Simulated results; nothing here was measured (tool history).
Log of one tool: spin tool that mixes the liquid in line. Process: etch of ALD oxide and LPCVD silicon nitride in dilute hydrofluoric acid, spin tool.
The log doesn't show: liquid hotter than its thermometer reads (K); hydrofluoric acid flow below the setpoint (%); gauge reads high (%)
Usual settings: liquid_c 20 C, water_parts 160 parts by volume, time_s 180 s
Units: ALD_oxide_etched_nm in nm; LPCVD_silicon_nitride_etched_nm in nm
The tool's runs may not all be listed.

| run | hour | liquid_c | water_parts | time_s | wafers since the last listed run | hours since the thermometer was replaced | hours since the hydrofluoric acid flow meter was replaced | hours since the gauge calibration | read-back film thickness of the ALD oxide reference wafer, read on the same gauge (nm) | read-back film thickness of the LPCVD silicon nitride reference wafer, read on the same gauge (nm) | ALD_oxide_etched_nm | LPCVD_silicon_nitride_etched_nm |
|---|---|---|---|---|---|---|---|---|---|---|---|---|
| 1 | 0 | 20 | 160 | 180 | 0 | 1324 | 117.9 | 1125.8 | 49.98 | 29.996 | 9.42 | 0.403 |
| 2 | 17.2 | 20 | 160 | 180 | 132 | 1341.2 | 135.1 | 1143 | 50.01 | 29.992 | 9.41 | 0.416 |
| 3 | 33 | 20 | 160 | 180 | 121 | 1357 | 150.9 | 1158.8 | 50.02 | 29.991 | 9.43 | 0.4 |
|  | 58.7 | hydrofluoric acid flow meter replaced, repeated, since the last time left the tool worse |
| 4 | 66.3 | 20 | 160 | 180 | 249 | 1390.3 | 7.6 | 1192.1 | 50.01 | 29.985 | 10.03 | 0.398 |
| 5 | 97 | 17 | 160 | 280 | 236 | 1421 | 38.3 | 1222.8 | 50.01 | 30.022 | 13.67 | 0.54 |
|  | 110.8 | gauge calibrated |
| 6 | 113.8 | 17 | 205 | 265 | 129 | 1437.8 | 55.1 | 3 | 50 | 30.035 | 9.67 | 0.452 |
| 7 | 215.5 | 20 | 160 | 220 | 784 | 1539.5 | 156.8 | 104.7 | 50.01 | 30.004 | 12.08 | 0.534 |
| 8 | 246 | 20 | 160 | 180 | 235 | 1570 | 187.3 | 135.2 | 50.02 | 29.993 | 9.96 | 0.416 |
| 9 | 258.2 | 18.5 | 85 | 180 | 94 | 1582.2 | 199.5 | 147.4 | 49.99 | 30.028 | 18.91 | 0.721 |
| 10 | 270.7 | 17 | 160 | 180 | 96 | 1594.7 | 212 | 159.9 | 50 | 30.008 | 8.77 | 0.36 |
| 11 | 292 | 20 | 160 | 180 | 164 | 1616 | 233.3 | 181.2 | 50 | 30.02 | 9.9 | 0.395 |
| 12 | 322.7 | 18.5 | 110 | 135 | 236 | 1646.7 | 264 | 211.9 | 50.01 | 30.02 | 10.63 | 0.407 |
|  | 335.9 | thermometer replaced |
| 13 | 340 | 20 | 105 | 180 | 125 | 4.1 | 281.3 | 229.2 | 50.01 | 30.003 | 15.93 | 0.625 |
| 14 | 368.4 | 20 | 160 | 180 | 219 | 32.5 | 309.7 | 257.6 | 50 | 30.017 | 9.81 | 0.417 |
| 15 | 395.5 | 20 | 220 | 265 | 209 | 59.6 | 336.8 | 284.7 | 49.98 | 30.02 | 9.91 | 0.445 |
| 16 | 409.6 | 20 | 160 | 90 | 108 | 73.7 | 350.9 | 298.8 | 49.97 | 29.992 | 4.9 | 0.196 |
| 17 | 437.5 | 20 | 160 | 180 | 215 | 101.6 | 378.8 | 326.7 | 49.99 | 30.012 | 9.74 | 0.425 |
| 18 | 455.1 | 20 | 160 | 180 | 135 | 119.2 | 396.4 | 344.3 | 50.01 | 30.007 | 9.87 | 0.415 |
| 19 | 474.9 | 17 | 235 | 265 | 152 | 139 | 416.2 | 364.1 | 50.02 | 30.041 | 8.18 | 0.338 |
| 20 | 510.7 | 17 | 235 | 140 | 276 | 174.8 | 452 | 399.9 | 50 | 30.028 | 4.28 | 0.181 |
| 21 | 540.2 | 20 | 215 | 180 | 227 | 204.3 | 481.5 | 429.4 | 50 | 29.989 | 6.91 | 0.312 |
| 22 | 565.6 | 20 | 230 | 140 | 196 | 229.7 | 506.9 | 454.8 | 50.02 | 29.985 | 4.93 | 0.242 |
| 23 | 600.4 | 20 | 220 | 265 | 268 | 264.5 | 541.7 | 489.6 | 49.99 | 30.003 | 9.74 | 0.467 |
| 24 | 619.8 | 23 | 100 | 80 | 149 | 283.9 | 561.1 | 509 | 50 | 30.014 | 8.33 | 0.381 |
| 25 | 640 | 17 | 160 | 220 | 155 | 304.1 | 581.3 | 529.2 | 50.01 | 29.996 | 10.6 | 0.417 |
| 26 | 666.9 | 20 | 160 | 180 | 207 | 331 | 608.2 | 556.1 | 49.99 | 30.01 | 9.76 | 0.457 |

Forecast each of these 4 alternatives for the next run:
| A | 667.4 | 20 | 160 | 180 | 3 | 331.5 | 608.7 | 556.6 | ? | ? | ? | ? |
| B | 667.4 | 17 | 160 | 100 | 3 | 331.5 | 608.7 | 556.6 | ? | ? | ? | ? |
| C | 667.4 | 22.5 | 230 | 180 | 3 | 331.5 | 608.7 | 556.6 | ? | ? | ? | ? |
| D | 667.4 | 20 | 160 | 280 | 3 | 331.5 | 608.7 | 556.6 | ? | ? | ? | ? |

| run | read-back film thickness of the ALD oxide reference wafer, read on the same gauge (nm) | read-back film thickness of the LPCVD silicon nitride reference wafer, read on the same gauge (nm) | ALD_oxide_etched_nm | LPCVD_silicon_nitride_etched_nm |
|---|---|---|---|---|
| A | 50 | 30.009 | 9.74 | 0.416 |
| B | 50 | 30.009 | 4.8 | 0.189 |
| C | 50 | 30.009 | 6.93 | 0.343 |
| D | 50 | 30.009 | 15.15 | 0.647 |
Without the tool's hidden state the same runs would have given:
| run | ALD_oxide_etched_nm | LPCVD_silicon_nitride_etched_nm |
|---|---|---|
| A | 9.97 | 0.424 |
| B | 4.91 | 0.192 |
| C | 7.11 | 0.35 |
| D | 15.52 | 0.66 |
